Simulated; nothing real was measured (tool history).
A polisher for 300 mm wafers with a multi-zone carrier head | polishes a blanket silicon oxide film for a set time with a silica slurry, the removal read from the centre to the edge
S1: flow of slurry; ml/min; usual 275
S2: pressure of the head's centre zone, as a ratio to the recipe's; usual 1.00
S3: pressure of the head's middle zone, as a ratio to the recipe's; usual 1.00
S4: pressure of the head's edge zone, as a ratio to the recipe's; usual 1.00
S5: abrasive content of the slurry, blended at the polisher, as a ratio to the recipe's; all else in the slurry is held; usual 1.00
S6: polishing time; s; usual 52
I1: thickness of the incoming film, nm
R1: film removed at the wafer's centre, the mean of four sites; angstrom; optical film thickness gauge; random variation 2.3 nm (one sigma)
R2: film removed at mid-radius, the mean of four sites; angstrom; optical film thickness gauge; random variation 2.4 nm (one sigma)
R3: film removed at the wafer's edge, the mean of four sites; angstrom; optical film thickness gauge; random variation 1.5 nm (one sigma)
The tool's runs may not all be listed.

{"run": 1, "hour": 0.0, "S1": 275, "S2": 1.0, "S3": 1.0, "S4": 1.0, "S5": 1.0, "S6": 52, "I1": 736.5, "R1": 1530, "R2": 1568, "R3": 1542}
{"run": 2, "hour": 12.6, "S1": 275, "S2": 1.0, "S3": 1.0, "S4": 1.0, "S5": 1.0, "S6": 52, "I1": 734.3, "R1": 1525, "R2": 1503, "R3": 1534}
{"run": 3, "hour": 34.9, "S1": 275, "S2": 1.0, "S3": 1.0, "S4": 0.94, "S5": 1.0, "S6": 52, "I1": 742.0, "R1": 1478, "R2": 1533, "R3": 1430}
{"run": 4, "hour": 68.5, "S1": 275, "S2": 1.0, "S3": 1.0, "S4": 0.94, "S5": 1.0, "S6": 52, "I1": 747.4, "R1": 1379, "R2": 1429, "R3": 1405}
{"hour": 78.5, "done": "worn pad replaced by a new one"}
{"run": 5, "hour": 81.5, "S1": 275, "S2": 1.0, "S3": 1.09, "S4": 1.0, "S5": 1.0, "S6": 52, "I1": 726.4, "R1": 1540, "R2": 1692, "R3": 1538}
{"run": 6, "hour": 116.9, "S1": 275, "S2": 1.0, "S3": 1.09, "S4": 1.0, "S5": 1.0, "S6": 52, "I1": 733.2, "R1": 1473, "R2": 1619, "R3": 1496}
{"run": 7, "hour": 134.4, "S1": 275, "S2": 1.0, "S3": 1.0, "S4": 1.0, "S5": 1.0, "S6": 42, "I1": 728.8, "R1": 1226, "R2": 1182, "R3": 1227}
{"run": 8, "hour": 157.3, "S1": 300, "S2": 1.0, "S3": 1.0, "S4": 1.0, "S5": 1.0, "S6": 52, "I1": 744.7, "R1": 1423, "R2": 1463, "R3": 1455}
{"hour": 164.1, "done": "carrier head's membrane replaced by a new one"}
{"run": 9, "hour": 189.1, "S1": 275, "S2": 1.0, "S3": 1.0, "S4": 0.93, "S5": 1.0, "S6": 41, "I1": 726.9, "R1": 1082, "R2": 1059, "R3": 1055}
{"hour": 197.4, "done": "centre zone pressure recalibrated"}
{"run": 10, "hour": 211.4, "S1": 275, "S2": 0.92, "S3": 1.0, "S4": 0.93, "S5": 1.0, "S6": 52, "I1": 742.7, "R1": 1191, "R2": 1279, "R3": 1279}
{"hour": 218.9, "done": "worn pad replaced by a new one"}
{"run": 11, "hour": 230.2, "S1": 275, "S2": 1.0, "S3": 1.0, "S4": 1.0, "S5": 1.0, "S6": 52, "I1": 732.4, "R1": 1454, "R2": 1480, "R3": 1542}
{"hour": 239.7, "done": "slurry nozzle cleaned"}
{"run": 12, "hour": 244.4, "S1": 275, "S2": 1.0, "S3": 1.0, "S4": 0.94, "S5": 1.0, "S6": 52, "I1": 741.7, "R1": 1567, "R2": 1571, "R3": 1540}
{"run": 13, "hour": 279.0, "S1": 360, "S2": 1.04, "S3": 1.0, "S4": 1.0, "S5": 1.1, "S6": 52, "I1": 753.5, "R1": 1684, "R2": 1621, "R3": 1624}
{"hour": 311.9, "done": "edge zone pressure recalibrated"}
{"run": 14, "hour": 312.4, "S1": 210, "S2": 1.07, "S3": 1.0, "S4": 1.0, "S5": 0.9, "S6": 52, "I1": 735.0, "R1": 1465, "R2": 1367, "R3": 1386}
{"hour": 333.5, "done": "worn pad replaced by a new one"}
{"run": 15, "hour": 334.0, "S1": 275, "S2": 0.96, "S3": 1.0, "S4": 0.9, "S5": 1.25, "S6": 59, "I1": 732.6, "R1": 1788, "R2": 1841, "R3": 1822}
{"run": 16, "hour": 353.2, "S1": 275, "S2": 1.0, "S3": 1.0, "S4": 0.97, "S5": 1.0, "S6": 52, "I1": 741.7, "R1": 1520, "R2": 1563, "R3": 1534}
{"run": 17, "hour": 387.6, "S1": 215, "S2": 1.0, "S3": 0.95, "S4": 1.0, "S5": 0.8, "S6": 52, "I1": 739.7, "R1": 1364, "R2": 1325, "R3": 1402}
{"run": 18, "hour": 407.5, "S1": 215, "S2": 1.06, "S3": 1.0, "S4": 1.0, "S5": 1.0, "S6": 52, "I1": 735.2, "R1": 1513, "R2": 1444, "R3": 1480}
{"run": 19, "hour": 424.5, "S1": 275, "S2": 0.92, "S3": 1.0, "S4": 0.93, "S5": 1.0, "S6": 52, "I1": 745.0, "R1": 1319, "R2": 1431, "R3": 1437}
{"hour": 454.2, "done": "worn pad replaced by a new one"}
{"run": 20, "hour": 454.7, "S1": 275, "S2": 1.0, "S3": 1.0, "S4": 1.0, "S5": 1.0, "S6": 52, "I1": 732.1, "R1": 1521, "R2": 1512, "R3": 1544}
{"run": 21, "hour": 478.5, "S1": 230, "S2": 1.0, "S3": 1.0, "S4": 1.0, "S5": 1.0, "S6": 52, "I1": 739.9, "R1": 1435, "R2": 1451, "R3": 1465}
{"hour": 503.5, "done": "slurry nozzle cleaned"}
{"run": 22, "hour": 506.1, "S1": 275, "S2": 1.07, "S3": 1.0, "S4": 0.92, "S5": 1.0, "S6": 52, "I1": 736.3, "R1": 1630, "R2": 1498, "R3": 1494}

3 ways to go on from here, each from the tool as it stands after run 22. What would each give?
{"run": "A", "hour": 506.5, "S1": 335, "S2": 1.0, "S3": 1.0, "S4": 1.0, "S5": 1.0, "S6": 52, "I1": 751.2, "R1": "?", "R2": "?", "R3": "?"}
{"run": "B", "hour": 506.5, "S1": 275, "S2": 1.0, "S3": 1.0, "S4": 1.1, "S5": 1.0, "S6": 41, "I1": 751.2, "R1": "?", "R2": "?", "R3": "?"}
{"run": "C", "hour": 506.5, "S1": 215, "S2": 0.89, "S3": 1.0, "S4": 1.0, "S5": 1.0, "S6": 52, "I1": 751.2, "R1": "?", "R2": "?", "R3": "?"}

run=A R1=1571 R2=1560 R3=1555
run=B R1=1210 R2=1204 R3=1252
run=C R1=1313 R2=1476 R3=1491
Without the tool's hidden state the same runs would have given:
run=A R1=1623 R2=1611 R3=1605
run=B R1=1251 R2=1245 R3=1293
run=C R1=1360 R2=1528 R3=1541
